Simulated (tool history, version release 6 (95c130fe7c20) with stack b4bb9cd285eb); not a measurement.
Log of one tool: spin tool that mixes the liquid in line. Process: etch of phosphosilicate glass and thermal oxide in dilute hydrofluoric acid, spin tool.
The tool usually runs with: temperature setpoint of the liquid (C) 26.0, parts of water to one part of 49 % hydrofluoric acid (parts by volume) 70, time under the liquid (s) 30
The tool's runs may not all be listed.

run	hour	temperature setpoint of the liquid (C)	parts of water to one part of 49 % hydrofluoric acid (parts by volume)	time under the liquid (s)	read-back film thickness of the phosphosilicate glass reference wafer, read on the same gauge (nm)	read-back film thickness of the thermal oxide reference wafer, read on the same gauge (nm)	thickness taken off the phosphosilicate glass on a monitor wafer (angstrom)	thickness taken off the thermal oxide on a monitor wafer (angstrom)
1	0.0	26.0	70	35	109.99	130.010	452.0	23.92
2	48.2	26.0	70	35	109.99	129.972	453.2	24.19
3	96.9	26.0	70	30	109.98	129.983	387.0	20.83
4	128.8	26.0	70	40	109.97	129.985	525.1	27.24
5	194.4	24.0	70	15	110.02	130.008	179.8	9.69
6	230.7	24.0	70	15	110.00	129.991	177.7	9.69
7	254.8	26.0	95	30	109.97	130.015	278.4	14.89
8	307.9	26.0	85	30	110.01	129.989	313.9	17.35
9	334.1	26.0	85	30	110.00	130.003	315.1	17.13
10	362.6	26.0	70	30	110.03	129.991	386.6	21.19
# hour 373.5: gauge calibrated
11	404.5	26.0	70	30	110.02	129.993	394.9	20.69
12	442.5	29.5	70	20	110.01	129.986	295.5	16.17
13	466.6	26.0	70	20	109.96	129.978	262.1	14.47
14	518.6	24.0	70	15	110.04	129.970	182.2	9.57
15	560.6	26.0	70	30	110.02	130.007	392.6	21.14
16	594.6	31.0	70	20	109.99	130.022	322.1	17.09
17	650.4	30.5	70	20	110.00	130.041	314.8	17.39
18	713.7	21.5	70	30	110.02	129.995	328.4	17.48
# hour 742.6: thermometer replaced
19	748.9	30.0	70	30	110.00	130.016	520.9	28.03
# hour 776.5: hydrofluoric acid flow meter replaced
20	811.2	29.0	50	35	109.99	129.992	785.8	42.47
21	883.1	23.0	70	30	110.00	130.014	377.2	20.22
22	926.1	26.0	70	30	109.99	130.034	422.4	22.01
23	983.8	26.0	70	30	109.99	129.985	422.4	22.44
24	1021.8	26.0	70	30	109.98	129.978	422.4	22.95
25	1086.7	28.0	70	30	109.98	129.998	462.1	24.29

Hidden state, per run?
gauge reads high (%): 0, the same for each run
H1: liquid colder than its thermometer reads (K)
H2: hydrofluoric acid flow above the setpoint (%)
run	H1	H2
1	2.34	1.06
2	2.38	1.43
3	2.43	1.81
4	2.46	2.06
5	2.52	2.56
6	2.55	2.84
7	2.58	3.03
8	2.63	3.44
9	2.65	3.65
10	2.68	3.87
11	2.72	4.19
12	2.75	4.48
13	2.77	4.67
14	2.82	5.07
15	2.86	5.4
16	2.89	5.66
17	2.94	6.09
18	3	6.58
19	0.18	6.86
20	0.238	0.712
21	0.305	1.27
22	0.345	1.6
23	0.399	2.05
24	0.434	2.34
25	0.495	2.84

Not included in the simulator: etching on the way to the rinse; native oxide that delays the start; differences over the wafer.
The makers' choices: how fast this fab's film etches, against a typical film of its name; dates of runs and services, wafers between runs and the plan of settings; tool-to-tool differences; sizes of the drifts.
